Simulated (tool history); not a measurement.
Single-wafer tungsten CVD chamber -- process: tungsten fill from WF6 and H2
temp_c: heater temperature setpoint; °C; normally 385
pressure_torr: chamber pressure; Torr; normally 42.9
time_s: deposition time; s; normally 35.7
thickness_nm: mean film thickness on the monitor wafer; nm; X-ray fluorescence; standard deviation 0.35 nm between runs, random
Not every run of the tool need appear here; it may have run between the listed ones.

run,day,temp_c,pressure_torr,time_s,wafers since the last listed run,hours since the last thermocouple change,hours since the last manometer calibration,hours since the showerhead was replaced,hours since the gauge calibration,"read-back reference wafer on the same gauge, thickness_nm",thickness_nm
1,0,385,42.9,35.7,0,1607.7,2182.8,5174.6,73.1,96.478,90.11
2,2.133,385,42.9,35.7,885,1658.9,2234,5225.8,124.3,96.494,90.452
3,5.671,385,42.9,35.7,1467,1743.8,2318.9,5310.7,209.2,96.507,90.474
4,9.288,385,42.9,35.7,1500,1830.6,2405.7,5397.5,296,96.48,90.381
5,10.929,385,42.9,35.7,681,1870,2445.1,5436.9,335.4,96.524,90.503
6,15.083,385,42.9,35.7,1723,1969.7,2544.8,5536.6,435.1,96.514,90.474
# day 18.683: thermocouple changed; heater temperature recalibrated
7,19.517,385,42.9,35.7,1700,20,2651.2,5643,541.5,96.515,93.649
# day 19.542: gauge calibrated
8,22.2,385,42.9,30.9,1113,84.4,2715.6,5707.4,63.8,96.431,81.068
9,25.804,389,42.9,31.4,1495,170.9,2802.1,5793.9,150.3,96.513,87.951
# day 26.242: showerhead replaced
10,28.008,385,42.9,37.8,776,223.8,2855,42.4,203.2,96.515,98.664
11,31.088,380,42.9,35.7,1277,297.7,2928.9,116.3,277.1,96.549,84.973
# day 32.725: capacitance manometer re-zeroed and calibrated
12,32.758,385,42.9,35.7,554,337.8,0.8,156.4,317.2,96.526,92.531
13,35.017,372,50.3,32.4,936,392,55,210.6,371.4,96.552,69.989
# day 38.079: gauge calibrated
14,38.142,385,42.9,32,1296,467,130,285.6,1.5,96.476,82.866
15,41.454,385,35.1,35.7,1374,546.5,209.5,365.1,81,96.479,86.467

Below, some changes in thickness_nm between adjacent runs. For each, the amount present without the hidden state too (settings, incoming material, random variation) and the amount remaining for the hidden state with gauge scatter not shared by both compared results:
The hidden state here: wafer temperature above the value expected at the setpoint (K); true pressure above the setpoint (%); gauge reads high (%).
Run 6 -> 7: thermocouple changed; heater temperature recalibrated. thickness_nm +3.175 nm: hidden state +3.397, all else -0.222.
Run 12 -> 13: temp_c 385 -> 372, pressure_torr 42.9 -> 50.3, time_s 35.7 -> 32.4. thickness_nm -22.542 nm: hidden state +0.09, all else -22.632.
